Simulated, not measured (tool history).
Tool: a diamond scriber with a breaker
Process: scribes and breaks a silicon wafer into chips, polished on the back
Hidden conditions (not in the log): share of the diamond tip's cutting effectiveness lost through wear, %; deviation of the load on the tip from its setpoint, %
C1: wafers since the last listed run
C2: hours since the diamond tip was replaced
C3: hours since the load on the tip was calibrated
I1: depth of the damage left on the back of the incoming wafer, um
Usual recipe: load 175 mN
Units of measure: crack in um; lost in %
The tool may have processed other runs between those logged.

{"run": 1, "hour": 0.0, "load": 175, "C1": 0, "C2": 854.7, "C3": 1593.3, "I1": 0.01, "crack": 6.85, "lost": 7.97}
{"run": 2, "hour": 8.6, "load": 175, "C1": 12, "C2": 863.3, "C3": 1601.9, "I1": 0.02, "crack": 6.87, "lost": 8.22}
{"run": 3, "hour": 21.7, "load": 175, "C1": 19, "C2": 876.4, "C3": 1615.0, "I1": 0.01, "crack": 6.82, "lost": 8.73}
{"run": 4, "hour": 29.7, "load": 175, "C1": 11, "C2": 884.4, "C3": 1623.0, "I1": 0.03, "crack": 6.82, "lost": 7.53}
{"run": 5, "hour": 74.7, "load": 175, "C1": 66, "C2": 929.4, "C3": 1668.0, "I1": 0.04, "crack": 6.79, "lost": 7.55}
{"run": 6, "hour": 87.2, "load": 134, "C1": 18, "C2": 941.9, "C3": 1680.5, "I1": 0.02, "crack": 6.15, "lost": 14.39}
{"run": 7, "hour": 99.1, "load": 175, "C1": 17, "C2": 953.8, "C3": 1692.4, "I1": 0.02, "crack": 6.77, "lost": 8.44}
{"run": 8, "hour": 108.0, "load": 175, "C1": 13, "C2": 962.7, "C3": 1701.3, "I1": 0.04, "crack": 6.83, "lost": 7.9}
{"run": 9, "hour": 117.0, "load": 175, "C1": 13, "C2": 971.7, "C3": 1710.3, "I1": 0.04, "crack": 6.71, "lost": 7.64}
{"run": 10, "hour": 129.2, "load": 175, "C1": 18, "C2": 983.9, "C3": 1722.5, "I1": 0.04, "crack": 6.76, "lost": 7.59}
{"run": 11, "hour": 146.9, "load": 175, "C1": 26, "C2": 1001.6, "C3": 1740.2, "I1": 0.02, "crack": 6.7, "lost": 8.57}
{"hour": 152.8, "done": "diamond tip replaced by a new one, of another model than before"}
{"run": 12, "hour": 155.9, "load": 175, "C1": 10, "C2": 3.1, "C3": 1749.2, "I1": 0.03, "crack": 8.3, "lost": 1.95}
{"run": 13, "hour": 166.1, "load": 140, "C1": 15, "C2": 13.3, "C3": 1759.4, "I1": 0.04, "crack": 7.75, "lost": 2.61}
{"run": 14, "hour": 173.3, "load": 175, "C1": 10, "C2": 20.5, "C3": 1766.6, "I1": 0.04, "crack": 8.23, "lost": 1.8}
{"run": 15, "hour": 181.6, "load": 149, "C1": 12, "C2": 28.8, "C3": 1774.9, "I1": 0.03, "crack": 7.77, "lost": 2.57}
{"run": 16, "hour": 193.4, "load": 175, "C1": 17, "C2": 40.6, "C3": 1786.7, "I1": 0.03, "crack": 8.09, "lost": 2.01}
{"run": 17, "hour": 202.7, "load": 134, "C1": 13, "C2": 49.9, "C3": 1796.0, "I1": 0.03, "crack": 7.65, "lost": 3.19}
{"hour": 208.9, "done": "load on the tip recalibrated"}
{"run": 18, "hour": 211.9, "load": 204, "C1": 10, "C2": 59.1, "C3": 3.0, "I1": 0.01, "crack": 8.27, "lost": 1.94}
{"run": 19, "hour": 221.2, "load": 148, "C1": 13, "C2": 68.4, "C3": 12.3, "I1": 0.03, "crack": 7.74, "lost": 2.81}
{"run": 20, "hour": 235.0, "load": 175, "C1": 20, "C2": 82.2, "C3": 26.1, "I1": 0.05, "crack": 7.95, "lost": 2.28}
{"run": 21, "hour": 247.1, "load": 157, "C1": 18, "C2": 94.3, "C3": 38.2, "I1": 0.02, "crack": 7.65, "lost": 2.85}
{"run": 22, "hour": 264.5, "load": 142, "C1": 25, "C2": 111.7, "C3": 55.6, "I1": 0.05, "crack": 7.55, "lost": 3.68}
{"run": 23, "hour": 280.9, "load": 136, "C1": 24, "C2": 128.1, "C3": 72.0, "I1": 0.02, "crack": 7.35, "lost": 4.88}
{"run": 24, "hour": 291.7, "load": 199, "C1": 16, "C2": 138.9, "C3": 82.8, "I1": 0.03, "crack": 8.09, "lost": 2.18}
{"run": 25, "hour": 332.7, "load": 124, "C1": 61, "C2": 179.9, "C3": 123.8, "I1": 0.01, "crack": 7.16, "lost": 6.11}

Branching from run 25: 3 alternative next runs. What would each branch give?
{"run": "A", "hour": 333.3, "load": 175, "C1": 0, "C2": 180.5, "C3": 124.4, "I1": 0.02, "crack": "?", "lost": "?"}
{"run": "B", "hour": 333.3, "load": 190, "C1": 0, "C2": 180.5, "C3": 124.4, "I1": 0.02, "crack": "?", "lost": "?"}
{"run": "C", "hour": 333.3, "load": 130, "C1": 0, "C2": 180.5, "C3": 124.4, "I1": 0.02, "crack": "?", "lost": "?"}

run=A crack=7.56 lost=2.89
run=B crack=7.74 lost=2.41
run=C crack=7.02 lost=5.33
Without the tool's hidden state the same runs would have given:
run=A crack=8.28 lost=1.79
run=B crack=8.48 lost=1.86
run=C crack=7.70 lost=2.51
